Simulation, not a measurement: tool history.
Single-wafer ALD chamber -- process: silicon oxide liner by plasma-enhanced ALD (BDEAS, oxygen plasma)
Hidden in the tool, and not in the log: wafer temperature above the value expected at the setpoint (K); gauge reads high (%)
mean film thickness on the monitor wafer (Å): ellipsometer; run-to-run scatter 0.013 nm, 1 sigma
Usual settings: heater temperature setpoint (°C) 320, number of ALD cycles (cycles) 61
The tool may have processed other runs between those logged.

run	hour	heater temperature setpoint (°C)	number of ALD cycles (cycles)	wafers since the last listed run	hours since the last thermocouple change	hours since the gauge calibration	read-back reference wafer on the same gauge, thickness_nm	mean film thickness on the monitor wafer (Å)
1	0	320	61	0	1604.2	96.5	4.402	53
2	13.4	314	61	74	1617.6	109.9	4.403	53.69
3	32.1	314	61	103	1636.3	128.6	4.397	53.68
4	49.3	314	61	95	1653.5	145.8	4.405	53.45
5	82.2	320	61	182	1686.4	178.7	4.401	53.42
6	103.8	320	61	119	1708	200.3	4.401	53.31
7	116.1	320	61	68	1720.3	212.6	4.4	53.11
8	147.5	329	61	174	1751.7	244	4.398	52.35
9	183.2	320	61	197	1787.4	279.7	4.403	53.05
10	216.2	320	61	182	1820.4	312.7	4.404	53.15
11	245	320	61	159	1849.2	341.5	4.401	53.18
12	262	320	61	94	1866.2	358.5	4.396	53.06
13	285.8	320	61	131	1890	382.3	4.402	53.11
# hour 289.8: gauge calibrated
14	314.4	320	61	158	1918.6	24.6	4.399	53.37
15	345.6	320	61	173	1949.8	55.8	4.405	53.02
16	359	320	61	74	1963.2	69.2	4.398	53.12
17	382	325	49	127	1986.2	92.2	4.4	42.32
18	415.5	320	54	185	2019.7	125.7	4.4	46.93
19	440.9	310	49	140	2045.1	151.1	4.402	43.13
20	469.8	320	61	160	2074	180	4.405	53
21	486.9	320	61	94	2091.1	197.1	4.402	53.04
22	503.3	313	50	90	2107.5	213.5	4.401	43.91
23	532.7	320	61	163	2136.9	242.9	4.397	53.17
# hour 550.4: thermocouple changed; heater temperature recalibrated
24	565.7	306	55	138	15.3	275.9	4.399	48.85
25	582.9	313	68	95	32.5	293.1	4.4	59.78
26	615.7	313	61	181	65.3	325.9	4.396	53.77
27	637.7	314	50	121	87.3	347.9	4.401	43.92
28	667.5	320	61	165	117.1	377.7	4.395	53.11
# hour 681.8: gauge calibrated
29	682.2	333	55	81	131.8	0.4	4.401	46.82
30	712.4	306	54	167	162	30.6	4.399	48.16

Exercise: give the hidden state of the tool at every run:
wafer temperature above the value expected at the setpoint (K): 0 on each run
gauge reads high (%): 0 on each run
